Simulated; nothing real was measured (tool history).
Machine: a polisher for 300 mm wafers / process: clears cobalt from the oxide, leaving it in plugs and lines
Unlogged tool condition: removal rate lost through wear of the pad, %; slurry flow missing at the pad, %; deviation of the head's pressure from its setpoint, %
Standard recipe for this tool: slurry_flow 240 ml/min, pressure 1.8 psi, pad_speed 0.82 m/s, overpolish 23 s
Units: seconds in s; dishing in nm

run	hour	slurry_flow	pressure	pad_speed	overpolish	wafers since the last listed run	wafers polished on this pad	hours since the slurry nozzle was cleaned	hours since the head pressure was calibrated	incoming thickness of the incoming film, nm	seconds	dishing
1	0.0	240	1.8	0.82	23	0	814	157.4	203.0	279.3	61.6	50.3
2	24.9	240	1.8	0.82	23	223	1037	182.3	227.9	279.9	61.8	50.8
# hour 29.6: worn pad replaced by a new one
# hour 52.7: slurry nozzle cleaned
3	53.2	240	1.8	0.82	23	208	202	0.5	256.2	277.1	62.3	50.6
4	68.7	240	1.8	0.82	23	138	341	16.0	271.7	282.9	63.1	49.1
5	85.9	240	1.8	0.82	23	154	495	33.2	288.9	283.6	62.7	50.2
6	102.5	240	1.8	0.82	20	148	644	49.8	305.5	282.2	61.5	48.1
7	115.7	240	1.8	0.82	20	118	763	63.0	318.7	280.7	61.4	47.7
8	135.7	240	1.8	0.82	23	179	942	83.0	338.7	280.0	62.4	51.4
# hour 166.8: worn pad replaced by a new one
9	167.3	240	1.8	0.82	23	247	4	114.6	370.3	284.9	63.5	51.7
10	197.4	210	1.8	1.04	23	269	274	144.7	400.4	281.8	49.2	56.7
11	217.0	200	2.0	0.82	23	175	450	164.3	420.0	280.6	58.6	52.5
12	246.4	240	1.8	0.82	31	263	713	193.7	449.4	276.2	61.0	56.7
13	275.9	240	1.8	0.92	15	264	978	223.2	478.9	283.7	55.2	43.7
# hour 287.4: slurry nozzle cleaned
# hour 293.6: head pressure recalibrated
# hour 304.9: worn pad replaced by a new one
14	310.4	240	1.8	0.82	23	246	49	23.0	16.8	283.1	62.5	50.6
15	361.8	320	2.2	0.82	23	460	510	74.4	68.2	282.0	52.1	53.5
16	387.1	240	1.8	0.82	36	226	737	99.7	93.5	283.7	62.8	59.5
17	409.2	240	1.8	0.82	36	198	935	121.8	115.6	278.6	61.8	59.4
18	422.1	240	1.8	0.82	23	115	1050	134.7	128.5	277.0	61.1	51.0
# hour 434.1: worn pad replaced by a new one
19	446.9	240	1.8	0.82	23	186	114	159.5	153.3	280.4	62.7	50.5

What if the next run were any one of these 4? Each begins from the tool's condition after run 19:
A	447.4	240	1.8	0.82	10	4	119	160.0	153.8	276.9	?	?
B	447.4	315	2.2	0.66	16	4	119	160.0	153.8	276.9	?	?
C	447.4	240	1.8	0.96	23	4	119	160.0	153.8	276.9	?	?
D	447.4	240	1.8	0.82	13	4	119	160.0	153.8	276.9	?	?

run	seconds	dishing
A	62.2	31.7
B	64.9	41.8
C	53.1	54.6
D	62.2	37.8
What these runs would have given with no unlogged condition in the tool:
run	seconds	dishing
A	62.2	31.7
B	64.9	41.8
C	53.1	54.6
D	62.2	37.8
